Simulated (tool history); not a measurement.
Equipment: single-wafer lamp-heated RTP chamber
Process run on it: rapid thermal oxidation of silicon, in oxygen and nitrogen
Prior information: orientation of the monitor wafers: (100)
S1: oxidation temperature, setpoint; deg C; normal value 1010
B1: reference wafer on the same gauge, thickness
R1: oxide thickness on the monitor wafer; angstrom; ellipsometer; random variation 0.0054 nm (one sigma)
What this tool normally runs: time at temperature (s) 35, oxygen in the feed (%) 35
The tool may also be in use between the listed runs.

{"run": 1, "hour": 0.0, "S1": 988, "time at temperature (s)": 35, "oxygen in the feed (%)": 35, "B1": 3.4, "R1": 32.29}
{"run": 2, "hour": 15.8, "S1": 988, "time at temperature (s)": 35, "oxygen in the feed (%)": 35, "B1": 3.4, "R1": 32.34}
{"run": 3, "hour": 31.2, "S1": 1010, "time at temperature (s)": 35, "oxygen in the feed (%)": 35, "B1": 3.399, "R1": 36.72}
{"run": 4, "hour": 40.3, "S1": 1010, "time at temperature (s)": 35, "oxygen in the feed (%)": 35, "B1": 3.398, "R1": 36.56}
{"run": 5, "hour": 50.7, "S1": 1010, "time at temperature (s)": 35, "oxygen in the feed (%)": 35, "B1": 3.397, "R1": 36.68}
{"run": 6, "hour": 68.7, "S1": 1010, "time at temperature (s)": 35, "oxygen in the feed (%)": 35, "B1": 3.4, "R1": 36.65}
{"run": 7, "hour": 79.0, "S1": 1010, "time at temperature (s)": 35, "oxygen in the feed (%)": 35, "B1": 3.401, "R1": 36.8}
{"run": 8, "hour": 91.7, "S1": 1017, "time at temperature (s)": 35, "oxygen in the feed (%)": 42, "B1": 3.404, "R1": 40.51}
{"run": 9, "hour": 98.7, "S1": 1017, "time at temperature (s)": 35, "oxygen in the feed (%)": 42, "B1": 3.401, "R1": 40.56}
{"run": 10, "hour": 105.7, "S1": 1019, "time at temperature (s)": 35, "oxygen in the feed (%)": 35, "B1": 3.4, "R1": 38.8}
{"run": 11, "hour": 117.3, "S1": 1019, "time at temperature (s)": 35, "oxygen in the feed (%)": 35, "B1": 3.401, "R1": 38.93}
{"run": 12, "hour": 130.9, "S1": 1010, "time at temperature (s)": 48, "oxygen in the feed (%)": 35, "B1": 3.401, "R1": 41.68}
{"run": 13, "hour": 145.8, "S1": 1010, "time at temperature (s)": 48, "oxygen in the feed (%)": 35, "B1": 3.399, "R1": 41.65}
{"run": 14, "hour": 151.9, "S1": 1010, "time at temperature (s)": 35, "oxygen in the feed (%)": 35, "B1": 3.401, "R1": 36.93}
{"run": 15, "hour": 164.9, "S1": 1010, "time at temperature (s)": 35, "oxygen in the feed (%)": 35, "B1": 3.4, "R1": 37}
{"run": 16, "hour": 176.7, "S1": 981, "time at temperature (s)": 35, "oxygen in the feed (%)": 35, "B1": 3.399, "R1": 31.36}
{"run": 17, "hour": 183.7, "S1": 1010, "time at temperature (s)": 23, "oxygen in the feed (%)": 17, "B1": 3.397, "R1": 27.25}
{"run": 18, "hour": 191.1, "S1": 1027, "time at temperature (s)": 18, "oxygen in the feed (%)": 35, "B1": 3.4, "R1": 32.23}
{"run": 19, "hour": 200.6, "S1": 1034, "time at temperature (s)": 23, "oxygen in the feed (%)": 35, "B1": 3.398, "R1": 36.55}
{"run": 20, "hour": 212.6, "S1": 1020, "time at temperature (s)": 26, "oxygen in the feed (%)": 53, "B1": 3.398, "R1": 39.92}
{"run": 21, "hour": 222.7, "S1": 989, "time at temperature (s)": 23, "oxygen in the feed (%)": 43, "B1": 3.4, "R1": 30.1}
{"run": 22, "hour": 239.5, "S1": 990, "time at temperature (s)": 24, "oxygen in the feed (%)": 35, "B1": 3.398, "R1": 29.28}
{"run": 23, "hour": 252.3, "S1": 981, "time at temperature (s)": 26, "oxygen in the feed (%)": 50, "B1": 3.399, "R1": 30.48}
{"run": 24, "hour": 263.6, "S1": 1010, "time at temperature (s)": 35, "oxygen in the feed (%)": 35, "B1": 3.4, "R1": 36.31}
{"run": 25, "hour": 280.5, "S1": 1002, "time at temperature (s)": 40, "oxygen in the feed (%)": 35, "B1": 3.4, "R1": 36.26}
{"run": 26, "hour": 290.4, "S1": 988, "time at temperature (s)": 35, "oxygen in the feed (%)": 17, "B1": 3.399, "R1": 27.5}
{"run": 27, "hour": 298.0, "S1": 1010, "time at temperature (s)": 35, "oxygen in the feed (%)": 24, "B1": 3.401, "R1": 32.79}
{"run": 28, "hour": 306.8, "S1": 1010, "time at temperature (s)": 35, "oxygen in the feed (%)": 49, "B1": 3.401, "R1": 40.03}
{"run": 29, "hour": 318.9, "S1": 1037, "time at temperature (s)": 19, "oxygen in the feed (%)": 35, "B1": 3.4, "R1": 34.1}
{"run": 30, "hour": 331.9, "S1": 1010, "time at temperature (s)": 35, "oxygen in the feed (%)": 35, "B1": 3.401, "R1": 36.3}
{"run": 31, "hour": 346.8, "S1": 1030, "time at temperature (s)": 25, "oxygen in the feed (%)": 17, "B1": 3.403, "R1": 29.89}
{"run": 32, "hour": 355.6, "S1": 1010, "time at temperature (s)": 35, "oxygen in the feed (%)": 35, "B1": 3.397, "R1": 36.3}
{"run": 33, "hour": 367.0, "S1": 1040, "time at temperature (s)": 46, "oxygen in the feed (%)": 35, "B1": 3.4, "R1": 48.89}
{"run": 34, "hour": 377.3, "S1": 1010, "time at temperature (s)": 49, "oxygen in the feed (%)": 62, "B1": 3.402, "R1": 49.81}
{"run": 35, "hour": 393.5, "S1": 1027, "time at temperature (s)": 35, "oxygen in the feed (%)": 35, "B1": 3.401, "R1": 40.3}
{"run": 36, "hour": 402.8, "S1": 1034, "time at temperature (s)": 23, "oxygen in the feed (%)": 35, "B1": 3.402, "R1": 35.79}
{"run": 37, "hour": 416.6, "S1": 988, "time at temperature (s)": 35, "oxygen in the feed (%)": 35, "B1": 3.399, "R1": 32.02}

Withheld: 3 entries from between the runs. Position of each, and hidden state at the listed run before versus the listed run after:
From run 12 to run 13: oxygen flow controller replaced (hour 139.4)
  true wafer temperature minus pyrometer reading, K: 2.83 -> 2.96
  what was measured, less what the result would be without the hidden state, R1: +0.75 -> +0.79 angstrom
From run 19 to run 20: gauge calibrated (hour 204.5)
  true wafer temperature minus pyrometer reading, K: 3.46 -> 3.58
  what was measured, less what the result would be without the hidden state, R1: +0.74 -> +0.9 angstrom
From run 22 to run 23: pyrometer window cleaned and pyrometer calibrated (hour 250)
  true wafer temperature minus pyrometer reading, K: 3.84 -> 0.155
  what was measured, less what the result would be without the hidden state, R1: +0.53 -> +0.02 angstrom

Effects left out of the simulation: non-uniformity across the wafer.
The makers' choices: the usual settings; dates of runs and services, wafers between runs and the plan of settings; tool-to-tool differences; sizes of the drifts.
